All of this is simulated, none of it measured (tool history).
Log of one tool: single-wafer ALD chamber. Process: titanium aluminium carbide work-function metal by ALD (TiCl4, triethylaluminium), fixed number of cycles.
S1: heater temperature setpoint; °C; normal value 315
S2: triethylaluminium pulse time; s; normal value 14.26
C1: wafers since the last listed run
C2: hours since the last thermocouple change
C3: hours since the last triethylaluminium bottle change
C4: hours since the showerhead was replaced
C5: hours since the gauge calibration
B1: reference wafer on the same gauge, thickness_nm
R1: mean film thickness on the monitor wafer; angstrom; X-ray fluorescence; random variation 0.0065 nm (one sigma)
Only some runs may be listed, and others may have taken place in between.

run 1 hour=0 | S1=304 S2=16.21 | C1=0 C2=2405.5 C3=1238.1 C4=5839.3 C5=253.5 | B1=2.694 | R1=22.25
run 2 hour=12.8 | S1=304 S2=16.21 | C1=137 C2=2418.3 C3=1250.9 C4=5852.1 C5=266.3 | B1=2.694 | R1=22.32
run 3 hour=26.4 | S1=304 S2=16.21 | C1=146 C2=2431.9 C3=1264.5 C4=5865.7 C5=279.9 | B1=2.696 | R1=22.38
run 4 hour=61 | S1=315 S2=14.26 | C1=371 C2=2466.5 C3=1299.1 C4=5900.3 C5=314.5 | B1=2.696 | R1=23.14
run 5 hour=90.9 | S1=315 S2=14.26 | C1=321 C2=2496.4 C3=1329 C4=5930.2 C5=344.4 | B1=2.697 | R1=23.28
run 6 hour=109.3 | S1=315 S2=14.26 | C1=197 C2=2514.8 C3=1347.4 C4=5948.6 C5=362.8 | B1=2.697 | R1=23.15
run 7 hour=124.3 | S1=326 S2=14.26 | C1=161 C2=2529.8 C3=1362.4 C4=5963.6 C5=377.8 | B1=2.699 | R1=24.3
run 8 hour=137.6 | S1=315 S2=14.26 | C1=142 C2=2543.1 C3=1375.7 C4=5976.9 C5=391.1 | B1=2.699 | R1=23.28
run 9 hour=160.5 | S1=315 S2=14.26 | C1=246 C2=2566 C3=1398.6 C4=5999.8 C5=414 | B1=2.7 | R1=23.16
run 10 hour=195.9 | S1=315 S2=14.26 | C1=380 C2=2601.4 C3=1434 C4=6035.2 C5=449.4 | B1=2.7 | R1=23.28
run 11 hour=226.6 | S1=315 S2=14.26 | C1=329 C2=2632.1 C3=1464.7 C4=6065.9 C5=480.1 | B1=2.7 | R1=23.21
run 12 hour=257.9 | S1=315 S2=11.81 | C1=336 C2=2663.4 C3=1496 C4=6097.2 C5=511.4 | B1=2.701 | R1=23
-- hour=282.6 showerhead replaced
-- hour=289.3 thermocouple changed; heater temperature recalibrated
run 13 hour=289.8 | S1=315 S2=11.81 | C1=184 C2=0.5 C3=1527.9 C4=7.2 C5=543.3 | B1=2.7 | R1=23.05
run 14 hour=300.3 | S1=305 S2=14.26 | C1=112 C2=11 C3=1538.4 C4=17.7 C5=553.8 | B1=2.7 | R1=22.38
-- hour=302 gauge calibrated
run 15 hour=328.8 | S1=311 S2=14.26 | C1=306 C2=39.5 C3=1566.9 C4=46.2 C5=26.8 | B1=2.676 | R1=22.73
run 16 hour=359.7 | S1=304 S2=16.21 | C1=331 C2=70.4 C3=1597.8 C4=77.1 C5=57.7 | B1=2.683 | R1=22.28
run 17 hour=372.2 | S1=324 S2=16.46 | C1=134 C2=82.9 C3=1610.3 C4=89.6 C5=70.2 | B1=2.684 | R1=24.05
run 18 hour=394.2 | S1=315 S2=11.81 | C1=236 C2=104.9 C3=1632.3 C4=111.6 C5=92.2 | B1=2.687 | R1=22.87
run 19 hour=418 | S1=315 S2=14.26 | C1=255 C2=128.7 C3=1656.1 C4=135.4 C5=116 | B1=2.691 | R1=23.1
run 20 hour=433 | S1=329 S2=9.53 | C1=161 C2=143.7 C3=1671.1 C4=150.4 C5=131 | B1=2.693 | R1=23.87
run 21 hour=524.4 | S1=304 S2=14.26 | C1=981 C2=235.1 C3=1762.5 C4=241.8 C5=222.4 | B1=2.7 | R1=22.22
-- hour=548 triethylaluminium bottle replaced
run 22 hour=548.5 | S1=315 S2=14.26 | C1=172 C2=259.2 C3=0.5 C4=265.9 C5=246.5 | B1=2.702 | R1=23.27
run 23 hour=559 | S1=302 S2=19.08 | C1=112 C2=269.7 C3=11 C4=276.4 C5=257 | B1=2.701 | R1=22.27
run 24 hour=577.3 | S1=315 S2=14.26 | C1=196 C2=288 C3=29.3 C4=294.7 C5=275.3 | B1=2.703 | R1=23.35
run 25 hour=596.8 | S1=301 S2=16.28 | C1=209 C2=307.5 C3=48.8 C4=314.2 C5=294.8 | B1=2.704 | R1=22.12
run 26 hour=624.7 | S1=315 S2=14.26 | C1=299 C2=335.4 C3=76.7 C4=342.1 C5=322.7 | B1=2.704 | R1=23.35
run 27 hour=641 | S1=301 S2=17.72 | C1=175 C2=351.7 C3=93 C4=358.4 C5=339 | B1=2.706 | R1=22.17
run 28 hour=674 | S1=315 S2=18.96 | C1=354 C2=384.7 C3=126 C4=391.4 C5=372 | B1=2.705 | R1=23.45
run 29 hour=694.8 | S1=325 S2=10.72 | C1=223 C2=405.5 C3=146.8 C4=412.2 C5=392.8 | B1=2.707 | R1=23.91

4 ways to go on from here, each from the tool as it stands after run 29. What would each give?
run A hour=695.2 | S1=315 S2=9 | C1=4 C2=405.9 C3=147.2 C4=412.6 C5=393.2 | B1=? | R1=?
run B hour=695.2 | S1=308 S2=12.52 | C1=4 C2=405.9 C3=147.2 C4=412.6 C5=393.2 | B1=? | R1=?
run C hour=695.2 | S1=305 S2=8.73 | C1=4 C2=405.9 C3=147.2 C4=412.6 C5=393.2 | B1=? | R1=?
run D hour=695.2 | S1=315 S2=8.85 | C1=4 C2=405.9 C3=147.2 C4=412.6 C5=393.2 | B1=? | R1=?

run=A B1=2.706 R1=22.78
run=B B1=2.706 R1=22.64
run=C B1=2.706 R1=21.84
run=D B1=2.706 R1=22.74
Had the tool no hidden state, the same runs would have come out as:
run=A R1=22.47
run=B R1=22.34
run=C R1=21.55
run=D R1=22.43
